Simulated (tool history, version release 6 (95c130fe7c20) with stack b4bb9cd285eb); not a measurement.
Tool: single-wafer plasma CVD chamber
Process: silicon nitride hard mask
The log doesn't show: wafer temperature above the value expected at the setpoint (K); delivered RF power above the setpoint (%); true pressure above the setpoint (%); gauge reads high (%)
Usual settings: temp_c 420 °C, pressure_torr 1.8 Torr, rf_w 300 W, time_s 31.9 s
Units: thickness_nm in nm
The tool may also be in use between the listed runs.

run,hour,temp_c,pressure_torr,rf_w,time_s,wafers since the last listed run,hours since the last thermocouple change,hours since the last RF generator calibration,hours since the last manometer calibration,hours since the showerhead was replaced,hours since the gauge calibration,"read-back reference wafer on the same gauge, thickness_nm",thickness_nm
1,0,420,1.8,300,31.9,0,2514.2,1601.7,3.5,5675.6,428.4,30.985,34.75
2,16.4,420,1.8,300,36.8,212,2530.6,1618.1,19.9,5692,444.8,31.002,39.821
3,23.5,420,1.8,300,31.9,92,2537.7,1625.2,27,5699.1,451.9,31.027,34.639
4,39.9,420,1.8,300,31.9,212,2554.1,1641.6,43.4,5715.5,468.3,31.016,34.509
5,48.1,431,1.8,300,31.9,106,2562.3,1649.8,51.6,5723.7,476.5,30.983,34.455
6,65.4,431,1.8,300,31.9,224,2579.6,1667.1,68.9,5741,493.8,31.026,34.358
7,72.1,431,1.8,300,31.9,86,2586.3,1673.8,75.6,5747.7,500.5,31.004,34.36
8,84.5,420,1.8,335,35.1,160,2598.7,1686.2,88,5760.1,512.9,30.994,42.013
9,96.9,420,1.8,335,35.1,160,2611.1,1698.6,100.4,5772.5,525.3,31.002,42.118
10,104,432,1.8,355,31.9,92,2618.2,1705.7,107.5,5779.6,532.4,30.988,39.993
# hour 116.9: showerhead replaced
11,119.7,425,1.8,335,28.6,99,2633.9,1721.4,123.2,2.8,548.1,30.995,34.212
12,135.1,433,1.8,315,31.9,199,2649.3,1736.8,138.6,18.2,563.5,30.992,35.861
13,150,420,1.8,300,31.9,193,2664.2,1751.7,153.5,33.1,578.4,31.008,34.288
14,163,420,1.37,350,31.9,168,2677.2,1764.7,166.5,46.1,591.4,30.998,36.68
15,180.4,420,1.8,330,36.1,225,2694.6,1782.1,183.9,63.5,608.8,30.988,42.533
# hour 181.1: gauge calibrated
# hour 190.1: RF generator calibrated
16,193.5,420,1.8,300,31.9,66,2707.7,3.4,197,76.6,12.4,31,36.434
# hour 205.3: thermocouple changed; heater temperature recalibrated
17,208.2,420,1.8,300,31.9,86,2.9,18.1,211.7,91.3,27.1,30.999,36.373
18,222.9,424,1.8,300,31.9,190,17.6,32.8,226.4,106,41.8,31.011,36.404
19,236,420,1.8,285,38.2,169,30.7,45.9,239.5,119.1,54.9,30.987,41.447
20,250.7,420,1.8,270,31.9,190,45.4,60.6,254.2,133.8,69.6,30.987,32.654
21,259.6,420,1.39,255,31.9,115,54.3,69.5,263.1,142.7,78.5,30.984,28.529
22,276.9,429,2.02,250,34,224,71.6,86.8,280.4,160,95.8,31.008,32.769
23,285.6,420,1.8,335,35.1,112,80.3,95.5,289.1,168.7,104.5,30.991,44.42
24,294.7,420,1.46,300,26.1,118,89.4,104.6,298.2,177.8,113.6,30.985,28.107
25,306.4,433,1.8,300,29.1,151,101.1,116.3,309.9,189.5,125.3,31.01,33.038
26,317.4,420,1.8,300,37.2,142,112.1,127.3,320.9,200.5,136.3,31.007,42.437
27,327.3,420,1.55,300,31.9,128,122,137.2,330.8,210.4,146.2,30.984,34.914
28,336.5,420,2.19,325,31.9,119,131.2,146.4,340,219.6,155.4,30.986,41.326
29,348.6,432,1.8,330,31.9,156,143.3,158.5,352.1,231.7,167.5,31.004,39.507

4 ways to go on from here, each from the tool as it stands after run 29. What would each give?
A,349,429,1.8,300,31.9,5,143.7,158.9,352.5,232.1,167.9,?,?
B,349,413,1.8,255,31.9,5,143.7,158.9,352.5,232.1,167.9,?,?
C,349,434,2.11,300,27.6,5,143.7,158.9,352.5,232.1,167.9,?,?
D,349,420,1.8,300,36.2,5,143.7,158.9,352.5,232.1,167.9,?,?

run,"read-back reference wafer on the same gauge, thickness_nm",thickness_nm
A,30.979,36.204
B,30.979,30.717
C,30.979,32.596
D,30.979,41.229
Without the tool's hidden state the same runs would have given:
run,thickness_nm
A,36.533
B,31.007
C,32.892
D,41.604
